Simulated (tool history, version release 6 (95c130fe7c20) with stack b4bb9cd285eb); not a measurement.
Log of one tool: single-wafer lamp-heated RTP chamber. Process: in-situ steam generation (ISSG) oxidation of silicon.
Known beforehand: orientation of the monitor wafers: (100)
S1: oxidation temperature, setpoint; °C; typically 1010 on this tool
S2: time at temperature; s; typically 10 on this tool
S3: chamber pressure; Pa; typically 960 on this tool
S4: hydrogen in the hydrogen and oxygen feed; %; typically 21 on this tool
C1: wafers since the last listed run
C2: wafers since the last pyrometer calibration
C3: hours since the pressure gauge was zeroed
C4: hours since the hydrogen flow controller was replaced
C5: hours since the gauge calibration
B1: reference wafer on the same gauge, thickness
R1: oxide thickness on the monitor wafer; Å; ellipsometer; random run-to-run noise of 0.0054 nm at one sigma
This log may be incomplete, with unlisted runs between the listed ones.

run 1 day=0 | S1=1010 S2=10 S3=960 S4=21 | C1=0 C2=4002 C3=3358.2 C4=2563.7 C5=22.8 | B1=3.71 | R1=37.15
run 2 day=0.404 | S1=1010 S2=10 S3=960 S4=21 | C1=77 C2=4079 C3=3367.9 C4=2573.4 C5=32.5 | B1=3.709 | R1=37.22
run 3 day=0.9 | S1=1010 S2=10 S3=960 S4=21 | C1=94 C2=4174 C3=3379.8 C4=2585.3 C5=44.4 | B1=3.711 | R1=37.29
-- day=2.8 pressure gauge zeroed
-- day=3.033 hydrogen flow controller replaced
run 4 day=3.054 | S1=1010 S2=10 S3=960 S4=21 | C1=304 C2=4478 C3=6.1 C4=0.5 C5=96.1 | B1=3.709 | R1=37.2
run 5 day=3.671 | S1=1010 S2=10 S3=960 S4=21 | C1=118 C2=4596 C3=20.9 C4=15.3 C5=110.9 | B1=3.711 | R1=37.26
-- day=3.8 gauge calibrated
run 6 day=4.067 | S1=1010 S2=9 S3=960 S4=14 | C1=75 C2=4672 C3=30.4 C4=24.8 C5=6.4 | B1=3.709 | R1=32.08
run 7 day=4.792 | S1=1010 S2=9 S3=960 S4=14 | C1=138 C2=4811 C3=47.8 C4=42.2 C5=23.8 | B1=3.71 | R1=32.05
run 8 day=5.242 | S1=1010 S2=10 S3=960 S4=21 | C1=86 C2=4897 C3=58.6 C4=53 C5=34.6 | B1=3.711 | R1=37.42
run 9 day=5.812 | S1=1010 S2=10 S3=1093 S4=21 | C1=109 C2=5006 C3=72.3 C4=66.7 C5=48.3 | B1=3.709 | R1=37.56
run 10 day=6.108 | S1=1010 S2=13 S3=920 S4=30 | C1=56 C2=5063 C3=79.4 C4=73.8 C5=55.4 | B1=3.711 | R1=46.46
-- day=6.475 pyrometer window cleaned and pyrometer calibrated
run 11 day=6.629 | S1=1010 S2=10 S3=1107 S4=21 | C1=35 C2=29 C3=91.9 C4=86.3 C5=67.9 | B1=3.711 | R1=36.14
run 12 day=6.996 | S1=1016 S2=7 S3=920 S4=18 | C1=70 C2=99 C3=100.7 C4=95.1 C5=76.7 | B1=3.709 | R1=30.25
run 13 day=7.275 | S1=1010 S2=10 S3=960 S4=21 | C1=53 C2=152 C3=107.4 C4=101.8 C5=83.4 | B1=3.708 | R1=36.28
run 14 day=7.796 | S1=992 S2=10 S3=1120 S4=21 | C1=99 C2=252 C3=119.9 C4=114.3 C5=95.9 | B1=3.709 | R1=34.07
run 15 day=8.492 | S1=1010 S2=10 S3=960 S4=21 | C1=133 C2=385 C3=136.6 C4=131 C5=112.6 | B1=3.71 | R1=36.3
run 16 day=8.946 | S1=1010 S2=10 S3=960 S4=21 | C1=86 C2=472 C3=147.5 C4=141.9 C5=123.5 | B1=3.71 | R1=36.11
-- day=9.142 gauge calibrated
run 17 day=9.279 | S1=1010 S2=8 S3=1067 S4=21 | C1=63 C2=536 C3=155.5 C4=149.9 C5=3.3 | B1=3.71 | R1=33.06

4 ways to go on from here, each from the tool as it stands after run 17. What would each give?
run A day=9.296 | S1=1010 S2=10 S3=960 S4=21 | C1=3 C2=539 C3=155.9 C4=150.3 C5=3.7 | B1=? | R1=?
run B day=9.296 | S1=998 S2=10 S3=1053 S4=21 | C1=3 C2=539 C3=155.9 C4=150.3 C5=3.7 | B1=? | R1=?
run C day=9.296 | S1=997 S2=10 S3=960 S4=18 | C1=3 C2=539 C3=155.9 C4=150.3 C5=3.7 | B1=? | R1=?
run D day=9.296 | S1=1010 S2=10 S3=920 S4=26 | C1=3 C2=539 C3=155.9 C4=150.3 C5=3.7 | B1=? | R1=?

run=A B1=3.71 R1=36.21
run=B B1=3.71 R1=34.87
run=C B1=3.71 R1=33.3
run=D B1=3.71 R1=38.36
With the hidden condition removed and each run's random variation left untouched, the same runs would have given:
run=A R1=36.08
run=B R1=34.76
run=C R1=33.19
run=D R1=38.23
